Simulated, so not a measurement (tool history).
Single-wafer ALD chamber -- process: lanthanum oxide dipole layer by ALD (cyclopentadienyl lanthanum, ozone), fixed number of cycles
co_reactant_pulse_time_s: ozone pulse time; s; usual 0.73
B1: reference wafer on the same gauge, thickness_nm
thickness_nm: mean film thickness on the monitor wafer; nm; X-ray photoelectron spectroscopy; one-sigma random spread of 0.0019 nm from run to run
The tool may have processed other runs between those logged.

run 1 hour=0 | co_reactant_pulse_time_s=0.73 | B1=0.416 | thickness_nm=0.391
run 2 hour=38.1 | co_reactant_pulse_time_s=0.73 | B1=0.416 | thickness_nm=0.391
run 3 hour=46.5 | co_reactant_pulse_time_s=0.89 | B1=0.416 | thickness_nm=0.436
run 4 hour=96.9 | co_reactant_pulse_time_s=0.89 | B1=0.416 | thickness_nm=0.434
run 5 hour=105.5 | co_reactant_pulse_time_s=0.89 | B1=0.416 | thickness_nm=0.429
run 6 hour=121.4 | co_reactant_pulse_time_s=0.73 | B1=0.416 | thickness_nm=0.392
run 7 hour=138.5 | co_reactant_pulse_time_s=0.73 | B1=0.416 | thickness_nm=0.391
-- hour=151.5 showerhead replaced
run 8 hour=152 | co_reactant_pulse_time_s=0.73 | B1=0.416 | thickness_nm=0.388
run 9 hour=160.9 | co_reactant_pulse_time_s=0.73 | B1=0.417 | thickness_nm=0.39
run 10 hour=171.9 | co_reactant_pulse_time_s=0.73 | B1=0.416 | thickness_nm=0.394
-- hour=187.6 ozone generator serviced
run 11 hour=188.1 | co_reactant_pulse_time_s=0.67 | B1=0.416 | thickness_nm=0.346
run 12 hour=188.9 | co_reactant_pulse_time_s=0.73 | B1=0.416 | thickness_nm=0.361
run 13 hour=202.5 | co_reactant_pulse_time_s=0.73 | B1=0.416 | thickness_nm=0.362
run 14 hour=208.8 | co_reactant_pulse_time_s=0.73 | B1=0.416 | thickness_nm=0.361
run 15 hour=225.6 | co_reactant_pulse_time_s=0.73 | B1=0.416 | thickness_nm=0.36
run 16 hour=239.9 | co_reactant_pulse_time_s=0.59 | B1=0.416 | thickness_nm=0.312
-- hour=261 ozone generator serviced, repeated, since the last time left the tool worse
run 17 hour=265.3 | co_reactant_pulse_time_s=0.67 | B1=0.416 | thickness_nm=0.405
run 18 hour=275 | co_reactant_pulse_time_s=0.46 | B1=0.416 | thickness_nm=0.32
run 19 hour=320.5 | co_reactant_pulse_time_s=0.84 | B1=0.416 | thickness_nm=0.446
run 20 hour=331.4 | co_reactant_pulse_time_s=0.93 | B1=0.416 | thickness_nm=0.466
run 21 hour=347.4 | co_reactant_pulse_time_s=1.01 | B1=0.416 | thickness_nm=0.479
run 22 hour=367.7 | co_reactant_pulse_time_s=0.73 | B1=0.416 | thickness_nm=0.417
run 23 hour=377 | co_reactant_pulse_time_s=0.81 | B1=0.416 | thickness_nm=0.435
-- hour=380.8 gauge calibrated
run 24 hour=393.6 | co_reactant_pulse_time_s=0.49 | B1=0.416 | thickness_nm=0.328
run 25 hour=404.3 | co_reactant_pulse_time_s=0.57 | B1=0.416 | thickness_nm=0.361
-- hour=417 thermocouple changed; heater temperature recalibrated
run 26 hour=420.4 | co_reactant_pulse_time_s=0.73 | B1=0.416 | thickness_nm=0.412
run 27 hour=438.4 | co_reactant_pulse_time_s=0.87 | B1=0.416 | thickness_nm=0.445
run 28 hour=456.2 | co_reactant_pulse_time_s=0.51 | B1=0.416 | thickness_nm=0.337
run 29 hour=467.5 | co_reactant_pulse_time_s=0.85 | B1=0.416 | thickness_nm=0.442
run 30 hour=479 | co_reactant_pulse_time_s=0.92 | B1=0.416 | thickness_nm=0.453
run 31 hour=488.6 | co_reactant_pulse_time_s=0.73 | B1=0.416 | thickness_nm=0.412
run 32 hour=498.5 | co_reactant_pulse_time_s=0.73 | B1=0.416 | thickness_nm=0.41
run 33 hour=545.2 | co_reactant_pulse_time_s=0.98 | B1=0.416 | thickness_nm=0.466

Each row is a separate what-if for the run after 33, all from the same tool condition, not one after another. Results?
run A hour=545.6 | co_reactant_pulse_time_s=0.73 | B1=? | thickness_nm=?
run B hour=545.6 | co_reactant_pulse_time_s=0.45 | B1=? | thickness_nm=?
run C hour=545.6 | co_reactant_pulse_time_s=0.5 | B1=? | thickness_nm=?
run D hour=545.6 | co_reactant_pulse_time_s=0.97 | B1=? | thickness_nm=?
run E hour=545.6 | co_reactant_pulse_time_s=0.65 | B1=? | thickness_nm=?

run=A B1=0.416 thickness_nm=0.407
run=B B1=0.416 thickness_nm=0.302
run=C B1=0.416 thickness_nm=0.325
run=D B1=0.416 thickness_nm=0.461
run=E B1=0.416 thickness_nm=0.383
The same runs, with their run-to-run variation unchanged, on a tool lacking any hidden condition would have given:
run=A thickness_nm=0.422
run=B thickness_nm=0.317
run=C thickness_nm=0.341
run=D thickness_nm=0.473
run=E thickness_nm=0.398
